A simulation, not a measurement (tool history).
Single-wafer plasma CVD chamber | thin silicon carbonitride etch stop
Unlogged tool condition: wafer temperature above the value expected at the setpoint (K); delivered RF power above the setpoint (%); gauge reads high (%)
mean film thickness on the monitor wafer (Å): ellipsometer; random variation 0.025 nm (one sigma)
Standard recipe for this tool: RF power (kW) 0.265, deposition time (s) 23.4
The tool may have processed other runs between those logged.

| run | hour | RF power (kW) | deposition time (s) | wafers since the last listed run | hours since the last thermocouple change | hours since the last RF generator calibration | hours since the showerhead was replaced | hours since the gauge calibration | read-back reference wafer on the same gauge, thickness_nm | mean film thickness on the monitor wafer (Å) |
|---|---|---|---|---|---|---|---|---|---|---|
| 1 | 0.0 | 0.285 | 25.0 | 0 | 1632.8 | 1711.3 | 6226.2 | 118.0 | 17.602 | 174.09 |
| 2 | 14.2 | 0.255 | 20.8 | 336 | 1647.0 | 1725.5 | 6240.4 | 132.2 | 17.598 | 140.70 |
| 3 | 31.2 | 0.255 | 20.8 | 402 | 1664.0 | 1742.5 | 6257.4 | 149.2 | 17.599 | 140.65 |
| 4 | 44.3 | 0.265 | 23.4 | 310 | 1677.1 | 1755.6 | 6270.5 | 162.3 | 17.600 | 159.72 |
| 5 | 60.7 | 0.265 | 23.4 | 388 | 1693.5 | 1772.0 | 6286.9 | 178.7 | 17.601 | 159.59 |
| 6 | 78.6 | 0.265 | 23.4 | 424 | 1711.4 | 1789.9 | 6304.8 | 196.6 | 17.598 | 159.61 |
| 7 | 84.7 | 0.265 | 23.4 | 144 | 1717.5 | 1796.0 | 6310.9 | 202.7 | 17.601 | 159.32 |
| 8 | 91.4 | 0.265 | 23.4 | 158 | 1724.2 | 1802.7 | 6317.6 | 209.4 | 17.616 | 159.72 |
| 9 | 106.5 | 0.245 | 23.4 | 357 | 1739.3 | 1817.8 | 6332.7 | 224.5 | 17.601 | 156.32 |
| 10 | 124.2 | 0.245 | 23.4 | 419 | 1757.0 | 1835.5 | 6350.4 | 242.2 | 17.605 | 155.90 |
| 11 | 140.4 | 0.265 | 24.4 | 383 | 1773.2 | 1851.7 | 6366.6 | 258.4 | 17.592 | 166.29 |
|  | 163.3 | RF generator calibrated |
| 12 | 169.9 | 0.265 | 23.4 | 509 | 1802.7 | 6.6 | 6396.1 | 287.9 | 17.600 | 163.71 |
| 13 | 179.7 | 0.265 | 23.4 | 232 | 1812.5 | 16.4 | 6405.9 | 297.7 | 17.590 | 163.36 |
| 14 | 195.0 | 0.265 | 23.4 | 362 | 1827.8 | 31.7 | 6421.2 | 313.0 | 17.586 | 163.64 |
| 15 | 211.6 | 0.265 | 20.7 | 393 | 1844.4 | 48.3 | 6437.8 | 329.6 | 17.605 | 144.81 |
|  | 212.8 | gauge calibrated |
|  | 240.9 | thermocouple changed; heater temperature recalibrated |
| 16 | 241.4 | 0.305 | 23.4 | 516 | 0.5 | 78.1 | 6467.6 | 28.6 | 17.587 | 170.31 |
| 17 | 260.1 | 0.265 | 23.4 | 443 | 19.2 | 96.8 | 6486.3 | 47.3 | 17.592 | 163.32 |
| 18 | 266.1 | 0.250 | 21.4 | 142 | 25.2 | 102.8 | 6492.3 | 53.3 | 17.601 | 147.29 |
| 19 | 282.1 | 0.285 | 22.0 | 379 | 41.2 | 118.8 | 6508.3 | 69.3 | 17.607 | 156.90 |
| 20 | 296.8 | 0.265 | 23.4 | 348 | 55.9 | 133.5 | 6523.0 | 84.0 | 17.587 | 163.42 |
|  | 314.7 | showerhead replaced |
| 21 | 315.2 | 0.265 | 23.4 | 246 | 74.3 | 151.9 | 0.5 | 102.4 | 17.602 | 163.17 |
| 22 | 315.5 | 0.250 | 24.6 | 7 | 74.6 | 152.2 | 0.8 | 102.7 | 17.611 | 169.04 |
| 23 | 328.6 | 0.315 | 25.6 | 310 | 87.7 | 165.3 | 13.9 | 115.8 | 17.602 | 187.26 |
| 24 | 346.0 | 0.245 | 27.5 | 412 | 105.1 | 182.7 | 31.3 | 133.2 | 17.606 | 187.48 |
| 25 | 352.9 | 0.220 | 23.4 | 163 | 112.0 | 189.6 | 38.2 | 140.1 | 17.591 | 155.05 |

Run 26, settings as shown, results not yet in. Your forecast:
| 26 | 369.3 | 0.300 | 20.2 | 388 | 128.4 | 206.0 | 54.6 | 156.5 | ? | ? |

{"run 26": {"read-back reference wafer on the same gauge, thickness_nm": 17.605, "mean film thickness on the monitor wafer (Å)": 145.85}}
If the tool had no hidden condition, the same run with the same run-to-run variation would have returned mean film thickness on the monitor wafer (Å) 146.53.
